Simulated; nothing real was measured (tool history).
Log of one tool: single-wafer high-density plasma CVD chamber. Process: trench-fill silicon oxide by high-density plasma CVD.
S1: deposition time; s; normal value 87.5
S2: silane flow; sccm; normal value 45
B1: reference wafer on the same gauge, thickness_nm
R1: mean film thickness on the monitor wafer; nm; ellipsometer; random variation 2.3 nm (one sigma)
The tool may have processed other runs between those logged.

| run | hour | S1 | S2 | B1 | R1 |
|---|---|---|---|---|---|
| 1 | 0.0 | 87.5 | 40 | 353.933 | 361.626 |
| 2 | 88.2 | 87.5 | 45 | 354.812 | 409.061 |
| 3 | 178.1 | 87.5 | 45 | 353.637 | 404.986 |
| 4 | 246.1 | 87.5 | 45 | 353.165 | 404.696 |
| 5 | 325.8 | 92.4 | 39 | 354.051 | 372.770 |
| 6 | 377.6 | 92.4 | 39 | 354.161 | 373.779 |
| 7 | 423.8 | 75.9 | 45 | 354.214 | 357.882 |
| 8 | 489.3 | 75.9 | 45 | 354.447 | 354.499 |
| 9 | 538.6 | 75.9 | 45 | 354.104 | 355.541 |
| 10 | 591.5 | 83.2 | 45 | 353.788 | 391.542 |
| 11 | 629.5 | 83.2 | 45 | 354.928 | 391.401 |
| 12 | 711.8 | 83.2 | 45 | 353.396 | 367.376 |
| 13 | 804.6 | 87.5 | 45 | 354.325 | 388.738 |
| 14 | 858.6 | 87.5 | 45 | 354.686 | 387.860 |
| 15 | 910.5 | 87.5 | 45 | 353.249 | 392.728 |
| 16 | 952.7 | 102.4 | 45 | 353.666 | 459.814 |
| 17 | 993.0 | 87.5 | 45 | 354.016 | 385.216 |
| 18 | 1050.2 | 72.6 | 53 | 353.482 | 380.184 |
| 19 | 1137.9 | 104.5 | 45 | 353.920 | 466.280 |
| 20 | 1227.3 | 100.1 | 42 | 354.325 | 414.969 |
| 21 | 1273.9 | 87.5 | 42 | 353.840 | 365.800 |
| 22 | 1311.2 | 101.5 | 45 | 354.003 | 455.245 |
| 23 | 1395.1 | 87.5 | 45 | 353.888 | 392.842 |
| 24 | 1457.9 | 72.4 | 48 | 354.299 | 343.887 |
| 25 | 1513.9 | 72.8 | 52 | 354.553 | 379.230 |
| 26 | 1579.5 | 95.6 | 53 | 353.872 | 505.333 |
| 27 | 1673.0 | 87.5 | 45 | 354.574 | 393.390 |
| 28 | 1716.9 | 87.5 | 45 | 353.847 | 391.082 |
| 29 | 1819.3 | 72.4 | 48 | 353.854 | 350.009 |
| 30 | 1920.1 | 74.5 | 40 | 353.759 | 300.297 |
| 31 | 2018.6 | 87.5 | 45 | 354.633 | 396.744 |

Not shown: 2 entries that the log had between the listed runs. Between which runs, and how does the tool's hidden state differ before and after?
In the gap between runs 11 and 12: silane flow controller replaced (hour 683.8)
  delivered silane flow above the setpoint (%): 5.6 -> -0.268
  measured minus no-state result, R1: +20.748 -> -0.985 nm
In the gap between runs 25 and 26: gauge calibrated (hour 1520.8)
  delivered silane flow above the setpoint (%): 1.02 -> 1.13
  measured minus no-state result, R1: +3.829 -> +5.623 nm
